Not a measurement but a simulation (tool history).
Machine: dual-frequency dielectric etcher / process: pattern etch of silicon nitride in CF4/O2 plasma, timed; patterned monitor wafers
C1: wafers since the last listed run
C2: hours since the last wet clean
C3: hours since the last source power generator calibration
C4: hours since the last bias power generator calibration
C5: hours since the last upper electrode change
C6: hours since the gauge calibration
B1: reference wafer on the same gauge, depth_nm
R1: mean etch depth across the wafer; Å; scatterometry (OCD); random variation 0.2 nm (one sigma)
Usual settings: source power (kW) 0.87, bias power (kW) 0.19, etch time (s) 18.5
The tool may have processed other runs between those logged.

Run 1, day 0: usual settings but source power (kW) 0.95, bias power (kW) 0.208; C1 0; C2 36.4; C3 1240.1; C4 2157.1; C5 3174.9; C6 2332.8; B1 55.5. Result: R1 739 Å.
At day 2.75: bias power generator calibrated.
Run 2, day 7.529: usual settings; C1 2464; C2 217.1; C3 1420.8; C4 114.7; C5 3355.6; C6 2513.5; B1 55.6. Result: R1 652 Å.
Run 3, day 9.225: usual settings; C1 567; C2 257.8; C3 1461.5; C4 155.4; C5 3396.3; C6 2554.2; B1 55.5. Result: R1 657 Å.
Run 4, day 11.433: usual settings; C1 739; C2 310.8; C3 1514.5; C4 208.4; C5 3449.3; C6 2607.2; B1 55.5. Result: R1 654 Å.
At day 14.179: upper electrode replaced.
Run 5, day 14.2: usual settings but source power (kW) 0.97; C1 591; C2 377.2; C3 1580.9; C4 274.8; C5 0.5; C6 2673.6; B1 55.5. Result: R1 736 Å.
Run 6, day 16.462: usual settings; C1 757; C2 431.5; C3 1635.2; C4 329.1; C5 54.8; C6 2727.9; B1 55.4. Result: R1 657 Å.
At day 21.542: wet clean of the chamber.
Run 7, day 24.008: usual settings; C1 2191; C2 59.2; C3 1816.3; C4 510.2; C5 235.9; C6 2909; B1 55.5. Result: R1 645 Å.
Run 8, day 25.588: usual settings but source power (kW) 0.69, bias power (kW) 0.164, etch time (s) 21; C1 528; C2 97.1; C3 1854.2; C4 548.1; C5 273.8; C6 2946.9; B1 55.5. Result: R1 541 Å.
Run 9, day 26.8: usual settings but source power (kW) 0.95, bias power (kW) 0.208; C1 405; C2 126.2; C3 1883.3; C4 577.2; C5 302.9; C6 2976; B1 55.5. Result: R1 729 Å.
Run 10, day 29.633: usual settings but source power (kW) 0.74, bias power (kW) 0.231, etch time (s) 23; C1 948; C2 194.2; C3 1951.3; C4 645.2; C5 370.9; C6 3044; B1 55.5. Result: R1 726 Å.
Run 11, day 32.55: usual settings but source power (kW) 0.66; C1 976; C2 264.2; C3 2021.3; C4 715.2; C5 440.9; C6 3114; B1 55.5. Result: R1 481 Å.
Run 12, day 34.654: usual settings but source power (kW) 0.77; C1 704; C2 314.7; C3 2071.8; C4 765.7; C5 491.4; C6 3164.5; B1 55.6. Result: R1 568 Å.
At day 35.733: gauge calibrated.
At day 36.554: source power generator calibrated.
Run 13, day 36.796: usual settings but source power (kW) 0.68, bias power (kW) 0.161; C1 661; C2 366.1; C3 5.8; C4 817.1; C5 542.8; C6 25.5; B1 55.6. Result: R1 486 Å.
Run 14, day 38.083: usual settings but etch time (s) 21; C1 430; C2 397; C3 36.7; C4 848; C5 573.7; C6 56.4; B1 55.5. Result: R1 769 Å.
Run 15, day 40.875: usual settings but source power (kW) 0.97, bias power (kW) 0.167; C1 934; C2 464; C3 103.7; C4 915; C5 640.7; C6 123.4; B1 55.5. Result: R1 726 Å.
Run 16, day 43.829: usual settings; C1 988; C2 534.9; C3 174.6; C4 985.9; C5 711.6; C6 194.3; B1 55.5. Result: R1 679 Å.
At day 44.933: wet clean of the chamber.
Run 17, day 45.483: usual settings but source power (kW) 0.93, bias power (kW) 0.164, etch time (s) 22; C1 218; C2 13.2; C3 214.3; C4 1025.6; C5 751.3; C6 234; B1 55.4. Result: R1 811 Å.
Run 18, day 47.488: usual settings; C1 670; C2 61.3; C3 262.4; C4 1073.7; C5 799.4; C6 282.1; B1 55.5. Result: R1 672 Å.
Run 19, day 49.617: usual settings but bias power (kW) 0.202; C1 712; C2 112.4; C3 313.5; C4 1124.8; C5 850.5; C6 333.2; B1 55.5. Result: R1 687 Å.
Run 20, day 51.6: usual settings but source power (kW) 0.93; C1 663; C2 160; C3 361.1; C4 1172.4; C5 898.1; C6 380.8; B1 55.5. Result: R1 719 Å.

For run 21, what comes out?
Run 21, day 52.712: usual settings but source power (kW) 0.8, bias power (kW) 0.232, etch time (s) 16.5; C1 372; C2 186.7; C3 387.8; C4 1199.1; C5 924.8; C6 407.5; B1 ?. Result: R1 ?.

Run 21 gave B1 55.5, R1 588 Å.
On a tool with no hidden condition, and with the same random variation, this run would have come out at R1 585 Å.
